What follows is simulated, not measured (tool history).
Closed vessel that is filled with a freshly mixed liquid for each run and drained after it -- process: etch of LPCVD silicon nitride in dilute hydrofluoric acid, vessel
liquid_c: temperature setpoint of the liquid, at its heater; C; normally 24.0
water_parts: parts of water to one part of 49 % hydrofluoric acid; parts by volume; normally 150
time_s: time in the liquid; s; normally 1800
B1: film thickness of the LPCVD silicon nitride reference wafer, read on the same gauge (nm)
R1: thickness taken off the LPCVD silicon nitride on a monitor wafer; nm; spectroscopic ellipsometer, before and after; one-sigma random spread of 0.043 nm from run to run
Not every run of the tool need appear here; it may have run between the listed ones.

Run 1, hour 0.0: usual settings; B1 109.99. Result: R1 5.92 nm.
Run 2, hour 19.2: usual settings; B1 109.99. Result: R1 5.83 nm.
Run 3, hour 53.4: usual settings; B1 110.03. Result: R1 5.86 nm.
Run 4, hour 76.1: usual settings but liquid_c 21.0 C, water_parts 185 parts by volume; B1 110.00. Result: R1 3.94 nm.
Run 5, hour 100.2: usual settings but liquid_c 21.0 C, water_parts 185 parts by volume; B1 110.02. Result: R1 3.87 nm.
Run 6, hour 129.0: usual settings; B1 110.01. Result: R1 5.79 nm.
Run 7, hour 142.9: usual settings; B1 109.99. Result: R1 5.75 nm.
Run 8, hour 157.6: usual settings; B1 109.96. Result: R1 5.84 nm.
Run 9, hour 189.8: usual settings; B1 109.99. Result: R1 5.80 nm.
Run 10, hour 222.4: usual settings; B1 110.02. Result: R1 5.82 nm.
Run 11, hour 236.7: usual settings; B1 109.99. Result: R1 5.79 nm.
At hour 239.7: hydrofluoric acid flow meter replaced.
Run 12, hour 251.2: usual settings; B1 110.04. Result: R1 5.80 nm.
At hour 256.3: gauge calibrated.
Run 13, hour 277.8: usual settings; B1 110.01. Result: R1 5.80 nm.
Run 14, hour 290.5: usual settings; B1 110.03. Result: R1 5.78 nm.
At hour 296.3: thermometer replaced.
Run 15, hour 308.9: usual settings but liquid_c 21.0 C, water_parts 205 parts by volume, time_s 1070 s; B1 110.02. Result: R1 2.45 nm.
Run 16, hour 333.8: usual settings; B1 109.99. Result: R1 6.80 nm.
Run 17, hour 375.2: usual settings but liquid_c 22.5 C, water_parts 90 parts by volume, time_s 2145 s; B1 110.01. Result: R1 12.06 nm.
Run 18, hour 394.0: usual settings but liquid_c 21.5 C, water_parts 185 parts by volume; B1 110.00. Result: R1 4.70 nm.
Run 19, hour 406.3: usual settings but liquid_c 26.0 C, water_parts 215 parts by volume, time_s 785 s; B1 110.04. Result: R1 2.32 nm.
Run 20, hour 429.2: usual settings but liquid_c 29.0 C, water_parts 185 parts by volume, time_s 2350 s; B1 110.01. Result: R1 9.75 nm.
Run 21, hour 449.8: usual settings; B1 109.99. Result: R1 6.66 nm.
Run 22, hour 547.8: usual settings but water_parts 210 parts by volume, time_s 1160 s; B1 109.99. Result: R1 3.11 nm.
Run 23, hour 562.7: usual settings but liquid_c 26.0 C, water_parts 170 parts by volume; B1 109.97. Result: R1 6.74 nm.
Run 24, hour 594.4: usual settings; B1 109.99. Result: R1 6.69 nm.
Run 25, hour 611.7: usual settings; B1 110.02. Result: R1 6.70 nm.
Run 26, hour 627.0: usual settings but liquid_c 22.0 C, water_parts 175 parts by volume, time_s 1295 s; B1 109.97. Result: R1 3.65 nm.
Run 27, hour 647.9: usual settings but time_s 1250 s; B1 110.01. Result: R1 4.64 nm.
At hour 675.4: gauge calibrated.
Run 28, hour 678.4: usual settings but liquid_c 26.0 C, water_parts 220 parts by volume, time_s 2215 s; B1 110.03. Result: R1 6.29 nm.
Run 29, hour 711.1: usual settings but liquid_c 27.5 C, water_parts 90 parts by volume; B1 109.97. Result: R1 13.74 nm.
Run 30, hour 732.3: usual settings; B1 110.01. Result: R1 6.65 nm.
Run 31, hour 757.8: usual settings; B1 109.97. Result: R1 6.67 nm.

Forecast each of these 5 alternatives for the next run:
Run A, hour 758.9: usual settings but time_s 2210 s; B1 ?. Result: R1 ?.
Run B, hour 758.9: usual settings but liquid_c 20.5 C, time_s 1070 s; B1 ?. Result: R1 ?.
Run C, hour 758.9: usual settings but liquid_c 20.5 C, water_parts 100 parts by volume, time_s 1115 s; B1 ?. Result: R1 ?.
Run D, hour 758.9: usual settings but liquid_c 19.0 C, water_parts 190 parts by volume, time_s 2400 s; B1 ?. Result: R1 ?.
Run E, hour 758.9: usual settings but liquid_c 21.5 C, water_parts 225 parts by volume, time_s 1515 s; B1 ?. Result: R1 ?.

run      B1    R1
  A  110.00  8.11
  B  110.00  3.12
  C  110.00  4.83
  D  110.00  5.03
  E  110.00  3.18
The same runs, with their run-to-run variation unchanged, on a tool lacking any hidden condition would have given:
run    R1
  A  8.39
  B  3.23
  C  5.00
  D  5.21
  E  3.29
